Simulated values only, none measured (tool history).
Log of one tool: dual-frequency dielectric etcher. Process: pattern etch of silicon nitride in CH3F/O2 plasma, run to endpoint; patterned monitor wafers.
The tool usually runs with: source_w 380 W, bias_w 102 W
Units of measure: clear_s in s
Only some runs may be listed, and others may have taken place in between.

run   hour  source_w  bias_w  incoming incoming film thickness, nm  clear_s
  1    0.0       380     102                                  65.1     70.8
  2   14.8       380     102                                  65.4     71.1
  3   31.7       380     102                                  65.1     71.5
  4   44.3       350     102                                  66.4     74.2
  5   53.3       380     115                                  66.3     69.1
  6   69.0       380     115                                  66.0     68.3
  7   85.0       380      82                                  65.3     81.4
  8   95.3       380     102                                  66.2     73.5
  9  108.6       380     102                                  66.1     73.1
 10  119.3       300     102                                  65.4     76.7
     130.3  -- source power generator calibrated
 11  132.5       300     102                                  65.4     76.6
 12  140.5       380     102                                  66.4     73.5
 13  152.0       380     102                                  66.1     73.9
 14  159.5       440     102                                  65.3     69.9
 15  168.1       440     102                                  65.3     70.3
     180.3  -- bias power generator calibrated
 16  182.6       440     102                                  66.4     71.0
     211.5  -- upper electrode replaced
     227.1  -- wet clean of the chamber
 17  227.6       290     102                                  66.1     75.3
 18  227.9       420     128                                  66.3     60.8
 19  228.3       380     102                                  65.0     69.0
 20  228.7       380     119                                  65.8     64.4
 21  241.8       420     118                                  66.1     63.5
 22  255.3       290     111                                  64.8     70.1
 23  264.5       330     102                                  66.2     74.0
 24  273.8       380     110                                  65.8     67.8
 25  284.3       380     118                                  65.6     65.2
 26  290.4       380     126                                  65.9     63.9
 27  301.2       440     112                                  65.8     64.4
 28  312.3       300     116                                  65.6     69.0
 29  329.4       440     115                                  66.4     64.3
 30  343.8       290     127                                  65.9     67.7
 31  355.7       380     120                                  65.8     65.1
 32  365.6       380     102                                  65.8     70.9
 33  371.8       470     128                                  66.0     59.8
 34  388.9       380     102                                  65.7     71.8
 35  395.9       380     102                                  65.7     71.3
 36  411.1       300      87                                  65.5     81.0

Give the tool's hidden conditions for every run:
source power that arrives over what is set, %: 0, the same for each run
bias power that arrives over what is set, %: 0, the same for each run
H1: etch rate over this chamber's usual, %
run      H1
  1   -2.82
  2   -2.98
  3   -3.16
  4    -3.3
  5    -3.4
  6   -3.57
  7   -3.75
  8   -3.86
  9   -4.01
 10   -4.12
 11   -4.27
 12   -4.35
 13   -4.48
 14   -4.56
 15   -4.66
 16   -4.82
 17  -0.401
 18  -0.404
 19  -0.409
 20  -0.413
 21  -0.556
 22  -0.704
 23  -0.805
 24  -0.907
 25   -1.02
 26   -1.09
 27   -1.21
 28   -1.33
 29   -1.52
 30   -1.67
 31    -1.8
 32   -1.91
 33   -1.98
 34   -2.17
 35   -2.24
 36   -2.41

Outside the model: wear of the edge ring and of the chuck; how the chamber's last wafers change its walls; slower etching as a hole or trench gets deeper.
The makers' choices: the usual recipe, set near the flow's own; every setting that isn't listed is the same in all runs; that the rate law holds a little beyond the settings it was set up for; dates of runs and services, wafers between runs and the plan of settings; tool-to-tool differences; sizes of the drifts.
